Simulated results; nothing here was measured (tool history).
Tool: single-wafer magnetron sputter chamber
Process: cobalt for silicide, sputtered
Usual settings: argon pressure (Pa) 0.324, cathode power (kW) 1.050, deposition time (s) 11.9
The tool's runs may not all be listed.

run,hour,argon pressure (Pa),cathode power (kW),deposition time (s),wafers since the last listed run,wafers on the sputter target,hours since the last manometer calibration,hours since the magnet pack was replaced,hours since the gauge calibration,"read-back reference wafer on the same gauge, thickness_nm",mean film thickness on the monitor wafer (Å)
1,0.0,0.324,1.050,11.9,0,15653,256.2,7440.2,1598.2,7.563,62.62
# hour 33.3: sputter target and shields replaced
2,83.4,0.398,1.050,11.9,2607,1730,339.6,7523.6,1681.6,7.552,60.63
3,143.7,0.398,1.050,11.9,2085,3816,399.9,7583.9,1741.9,7.556,60.60
4,196.9,0.398,1.050,11.9,1839,5656,453.1,7637.1,1795.1,7.558,60.58
5,290.4,0.324,1.050,11.9,3233,8889,546.6,7730.6,1888.6,7.559,62.70
6,359.8,0.324,1.050,11.9,2400,11289,616.0,7800.0,1958.0,7.556,62.78
7,405.1,0.324,1.050,11.9,1566,12856,661.3,7845.3,2003.3,7.554,62.48
8,459.6,0.411,1.050,11.9,1884,14741,715.8,7899.8,2057.8,7.556,59.57
9,566.6,0.324,1.050,11.9,3700,18441,822.8,8006.8,2164.8,7.566,62.19
10,641.5,0.324,1.050,11.9,2590,21032,897.7,8081.7,2239.7,7.555,62.20
# hour 688.1: sputter target and shields replaced
11,725.8,0.324,1.050,11.9,2638,1302,982.0,8166.0,2324.0,7.557,63.57
12,824.5,0.324,1.050,11.9,3413,4716,1080.7,8264.7,2422.7,7.556,62.85
13,871.6,0.324,1.050,11.9,1628,6345,1127.8,8311.8,2469.8,7.557,63.18
14,974.1,0.324,1.050,11.9,3544,9890,1230.3,8414.3,2572.3,7.562,62.85
# hour 1000.1: magnet pack replaced
# hour 1032.5: capacitance manometer re-zeroed and calibrated
15,1061.8,0.324,1.050,11.9,2479,12369,29.3,61.7,2660.0,7.561,62.64
16,1125.8,0.370,1.050,13.6,2213,14583,93.3,125.7,2724.0,7.558,69.45
17,1203.8,0.398,1.050,11.9,2697,17280,171.3,203.7,2802.0,7.557,59.85
18,1281.3,0.324,1.050,13.2,2680,19960,248.8,281.2,2879.5,7.554,68.86
# hour 1291.8: sputter target and shields replaced
# hour 1325.9: gauge calibrated
19,1327.5,0.324,0.800,11.9,1321,1233,295.0,327.4,1.6,7.570,49.65
20,1366.8,0.201,1.150,13.1,1359,2592,334.3,366.7,40.9,7.558,80.63
21,1444.6,0.398,1.050,11.9,2690,5283,412.1,444.5,118.7,7.567,60.57
22,1531.7,0.324,1.300,11.9,3012,8295,499.2,531.6,205.8,7.559,76.47
23,1624.1,0.201,1.150,13.1,3195,11491,591.6,624.0,298.2,7.567,79.73
24,1761.7,0.424,1.050,10.8,4758,16249,729.2,761.6,435.8,7.555,53.64
# hour 1807.6: sputter target and shields replaced
25,1830.0,0.324,1.050,11.9,2085,776,797.5,829.9,504.1,7.558,63.60
26,1917.0,0.429,0.950,10.2,3008,3784,884.5,916.9,591.1,7.558,46.76
27,2014.1,0.324,1.050,12.9,3358,7142,981.6,1014.0,688.2,7.562,68.05
28,2066.8,0.429,1.250,10.5,1822,8965,1034.3,1066.7,740.9,7.554,61.87
29,2153.2,0.375,1.200,14.2,2988,11953,1120.7,1153.1,827.3,7.557,81.81
30,2193.9,0.231,1.250,11.9,1407,13361,1161.4,1193.8,868.0,7.555,77.17
31,2279.1,0.439,1.050,11.3,2946,16307,1246.6,1279.0,953.2,7.550,56.10
# hour 2308.5: capacitance manometer re-zeroed and calibrated
# hour 2342.7: sputter target and shields replaced
32,2343.2,0.221,1.200,14.0,1663,18,34.7,1343.1,1017.3,7.550,89.69
33,2432.9,0.367,0.800,10.5,3102,3121,124.4,1432.8,1107.0,7.561,42.91
34,2482.8,0.274,1.250,11.9,1725,4846,174.3,1482.7,1156.9,7.553,75.92
35,2589.1,0.324,1.050,11.9,3676,8523,280.6,1589.0,1263.2,7.558,62.88

4 ways to go on from here, each from the tool as it stands after run 35. What would each give?
A,2589.5,0.324,1.050,14.2,13,8536,281.0,1589.4,1263.6,?,?
B,2589.5,0.216,1.150,10.9,13,8536,281.0,1589.4,1263.6,?,?
C,2589.5,0.324,1.050,10.9,13,8536,281.0,1589.4,1263.6,?,?
D,2589.5,0.225,1.050,13.9,13,8536,281.0,1589.4,1263.6,?,?

run,"read-back reference wafer on the same gauge, thickness_nm",mean film thickness on the monitor wafer (Å)
A,7.560,75.70
B,7.560,66.94
C,7.560,58.11
D,7.560,78.15
Without the tool's hidden state the same runs would have given:
run,mean film thickness on the monitor wafer (Å)
A,76.40
B,67.56
C,58.64
D,78.87

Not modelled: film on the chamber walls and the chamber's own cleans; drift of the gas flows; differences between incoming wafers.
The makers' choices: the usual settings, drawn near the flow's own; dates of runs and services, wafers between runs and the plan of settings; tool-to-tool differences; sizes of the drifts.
